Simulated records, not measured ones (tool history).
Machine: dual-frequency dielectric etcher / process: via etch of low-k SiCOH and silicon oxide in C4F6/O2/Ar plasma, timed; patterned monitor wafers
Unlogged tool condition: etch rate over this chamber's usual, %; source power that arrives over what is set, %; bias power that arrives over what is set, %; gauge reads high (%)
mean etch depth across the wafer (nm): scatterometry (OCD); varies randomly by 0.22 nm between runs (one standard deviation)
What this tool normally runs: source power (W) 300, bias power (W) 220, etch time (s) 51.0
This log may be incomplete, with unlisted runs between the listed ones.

| run | day | source power (W) | bias power (W) | etch time (s) | wafers since the last listed run | hours since the last wet clean | hours since the last source power generator calibration | hours since the last bias power generator calibration | hours since the last upper electrode change | hours since the gauge calibration | read-back reference wafer on the same gauge, depth_nm | mean etch depth across the wafer (nm) |
|---|---|---|---|---|---|---|---|---|---|---|---|---|
| 1 | 0.000 | 320 | 220 | 51.0 | 0 | 224.2 | 2342.0 | 1763.8 | 4500.0 | 337.3 | 122.0 | 142.5 |
| 2 | 0.821 | 300 | 220 | 51.0 | 294 | 243.9 | 2361.7 | 1783.5 | 4519.7 | 357.0 | 122.0 | 137.2 |
| 3 | 1.517 | 300 | 245 | 51.0 | 249 | 260.6 | 2378.4 | 1800.2 | 4536.4 | 373.7 | 122.1 | 144.0 |
| 4 | 2.938 | 300 | 245 | 51.0 | 509 | 294.7 | 2412.5 | 1834.3 | 4570.5 | 407.8 | 122.0 | 143.7 |
| 5 | 3.550 | 350 | 220 | 51.0 | 219 | 309.4 | 2427.2 | 1849.0 | 4585.2 | 422.5 | 121.9 | 150.7 |
| 6 | 4.675 | 350 | 220 | 51.0 | 403 | 336.4 | 2454.2 | 1876.0 | 4612.2 | 449.5 | 122.0 | 150.2 |
| 7 | 5.654 | 260 | 220 | 51.0 | 350 | 359.9 | 2477.7 | 1899.5 | 4635.7 | 473.0 | 121.9 | 125.7 |
| 8 | 7.042 | 260 | 220 | 51.0 | 497 | 393.2 | 2511.0 | 1932.8 | 4669.0 | 506.3 | 121.9 | 125.9 |
| 9 | 8.217 | 300 | 220 | 54.5 | 421 | 421.4 | 2539.2 | 1961.0 | 4697.2 | 534.5 | 122.0 | 147.3 |
| 10 | 8.921 | 300 | 200 | 51.0 | 252 | 438.3 | 2556.1 | 1977.9 | 4714.1 | 551.4 | 122.0 | 132.7 |
| 11 | 10.417 | 300 | 200 | 51.0 | 536 | 474.2 | 2592.0 | 2013.8 | 4750.0 | 587.3 | 122.0 | 132.1 |
| 12 | 11.388 | 300 | 220 | 51.0 | 348 | 497.5 | 2615.3 | 2037.1 | 4773.3 | 610.6 | 122.0 | 137.9 |
| 13 | 12.700 | 300 | 220 | 51.0 | 470 | 529.0 | 2646.8 | 2068.6 | 4804.8 | 642.1 | 122.0 | 137.6 |
| 14 | 13.654 | 350 | 241 | 51.0 | 342 | 551.9 | 2669.7 | 2091.5 | 4827.7 | 665.0 | 122.0 | 157.0 |
| 15 | 14.408 | 300 | 220 | 51.0 | 270 | 570.0 | 2687.8 | 2109.6 | 4845.8 | 683.1 | 122.0 | 138.0 |
| 16 | 15.379 | 250 | 220 | 51.0 | 348 | 593.3 | 2711.1 | 2132.9 | 4869.1 | 706.4 | 122.0 | 122.2 |
|  | 16.304 | gauge calibrated |
|  | 16.854 | source power generator calibrated |
|  | 16.933 | wet clean of the chamber |
| 17 | 16.954 | 370 | 240 | 40.5 | 475 | 0.5 | 2.4 | 2170.7 | 4906.9 | 15.6 | 121.9 | 126.3 |
| 18 | 17.292 | 350 | 264 | 51.0 | 120 | 8.6 | 10.5 | 2178.8 | 4915.0 | 23.7 | 122.0 | 160.6 |
| 19 | 17.971 | 300 | 257 | 38.0 | 243 | 24.9 | 26.8 | 2195.1 | 4931.3 | 40.0 | 122.0 | 107.9 |
| 20 | 18.988 | 300 | 220 | 46.5 | 364 | 49.3 | 51.2 | 2219.5 | 4955.7 | 64.4 | 122.0 | 123.9 |
|  | 19.550 | bias power generator calibrated |
|  | 22.754 | upper electrode replaced |
| 21 | 23.171 | 230 | 253 | 51.0 | 1081 | 149.7 | 151.6 | 86.9 | 10.0 | 164.8 | 122.0 | 123.4 |
| 22 | 24.342 | 300 | 220 | 43.5 | 419 | 177.8 | 179.7 | 115.0 | 38.1 | 192.9 | 122.0 | 118.0 |
| 23 | 25.392 | 370 | 185 | 36.5 | 376 | 203.0 | 204.9 | 140.2 | 63.3 | 218.1 | 122.0 | 104.2 |
| 24 | 26.300 | 370 | 179 | 56.0 | 325 | 224.8 | 226.7 | 162.0 | 85.1 | 239.9 | 122.0 | 157.6 |
| 25 | 27.258 | 300 | 220 | 51.0 | 343 | 247.8 | 249.7 | 185.0 | 108.1 | 262.9 | 122.0 | 138.6 |
| 26 | 28.288 | 300 | 190 | 51.0 | 368 | 272.5 | 274.4 | 209.7 | 132.8 | 287.6 | 122.0 | 130.3 |
| 27 | 29.050 | 300 | 165 | 35.5 | 273 | 290.8 | 292.7 | 228.0 | 151.1 | 305.9 | 121.9 | 85.4 |
| 28 | 30.379 | 300 | 220 | 51.0 | 476 | 322.7 | 324.6 | 259.9 | 183.0 | 337.8 | 122.0 | 138.9 |
| 29 | 31.742 | 300 | 201 | 39.0 | 488 | 355.4 | 357.3 | 292.6 | 215.7 | 370.5 | 122.0 | 102.6 |
| 30 | 32.821 | 300 | 220 | 51.0 | 386 | 381.3 | 383.2 | 318.5 | 241.6 | 396.4 | 122.0 | 139.2 |

Pick out some run-to-run changes in mean etch depth across the wafer (nm). Of each, how much would a tool without hidden state show as well, from the settings, what came in and chance, and how much is left for the hidden state and any gauge scatter not in both results compared?
Run 16 -> 17: source power (W) 250 -> 370, bias power (W) 220 -> 240, etch time (s) 51.0 -> 40.5, gauge calibrated, source power generator calibrated, wet clean of the chamber. mean etch depth across the wafer (nm) +4.1: hidden state -1.7, all else +5.8.
Run 18 -> 19: source power (W) 350 -> 300, bias power (W) 264 -> 257, etch time (s) 51.0 -> 38.0. mean etch depth across the wafer (nm) -52.7: hidden state +0.8, all else -53.5.
Run 20 -> 21: source power (W) 300 -> 230, bias power (W) 220 -> 253, etch time (s) 46.5 -> 51.0, bias power generator calibrated, upper electrode replaced. mean etch depth across the wafer (nm) -0.5: hidden state +2.4, all else -2.9.
Run 23 -> 24: bias power (W) 185 -> 179, etch time (s) 36.5 -> 56.0. mean etch depth across the wafer (nm) +53.4: hidden state +0.4, all else +53.0.
Run 27 -> 28: bias power (W) 165 -> 220, etch time (s) 35.5 -> 51.0. mean etch depth across the wafer (nm) +53.5: hidden state +0.5, all else +53.0.

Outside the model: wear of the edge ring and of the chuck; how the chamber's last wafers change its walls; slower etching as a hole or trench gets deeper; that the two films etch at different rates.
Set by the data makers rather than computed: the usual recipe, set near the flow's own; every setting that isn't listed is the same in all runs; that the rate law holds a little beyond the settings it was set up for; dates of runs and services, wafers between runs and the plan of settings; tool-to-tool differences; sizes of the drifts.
